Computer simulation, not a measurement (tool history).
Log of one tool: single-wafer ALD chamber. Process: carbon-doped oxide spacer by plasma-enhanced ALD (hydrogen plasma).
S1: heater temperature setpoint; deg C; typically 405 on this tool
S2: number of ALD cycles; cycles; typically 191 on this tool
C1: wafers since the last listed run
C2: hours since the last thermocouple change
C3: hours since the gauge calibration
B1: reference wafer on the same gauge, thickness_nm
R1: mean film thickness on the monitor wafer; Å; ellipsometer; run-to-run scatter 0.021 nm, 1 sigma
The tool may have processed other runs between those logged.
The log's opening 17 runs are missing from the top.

run,day,S1,S2,C1,C2,C3,B1,R1
18,19.283,405,191,53,926.6,397.4,8.169,82.13
19,20.750,417,191,79,961.8,432.6,8.169,79.57
20,22.075,415,205,71,993.6,464.4,8.170,85.87
21,23.121,400,167,56,1018.7,489.5,8.170,72.25
22,23.825,405,191,38,1035.6,506.4,8.172,82.24
# day 24.304: gauge calibrated
23,24.992,417,179,63,1063.6,16.5,8.167,74.32
24,25.658,401,218,36,1079.6,32.5,8.170,94.24
# day 26.229: thermocouple changed; heater temperature recalibrated
25,26.825,412,226,45,14.3,60.5,8.168,96.26
26,28.267,405,191,77,48.9,95.1,8.170,83.10
27,29.179,398,171,49,70.8,117.0,8.169,75.73
28,29.912,418,176,39,88.4,134.6,8.165,73.81
29,31.475,397,166,84,125.9,172.1,8.169,73.14
30,32.850,414,191,74,158.9,205.1,8.174,81.21
31,34.046,409,161,64,187.6,233.8,8.169,69.43
32,36.354,405,173,124,243.0,289.2,8.172,75.60
33,37.192,405,191,45,263.1,309.3,8.169,83.12
34,37.867,397,228,36,279.3,325.5,8.172,100.82
35,39.221,405,182,73,311.8,358.0,8.173,78.85
36,40.275,414,204,57,337.1,383.3,8.172,86.84
37,41.467,393,191,64,365.7,411.9,8.169,84.31

5 options for the next run, each taken on its own from the tool as it stands now. Forecast them:
A,41.496,415,191,1,366.4,412.6,?,?
B,41.496,412,166,1,366.4,412.6,?,?
C,41.496,394,162,1,366.4,412.6,?,?
D,41.496,416,206,1,366.4,412.6,?,?
E,41.496,405,216,1,366.4,412.6,?,?

run,B1,R1
A,8.170,80.84
B,8.170,70.84
C,8.170,71.67
D,8.170,86.95
E,8.170,93.95
Without the tool's unlogged condition, the same runs would have read:
run,R1
A,81.00
B,70.98
C,71.67
D,87.12
E,94.13
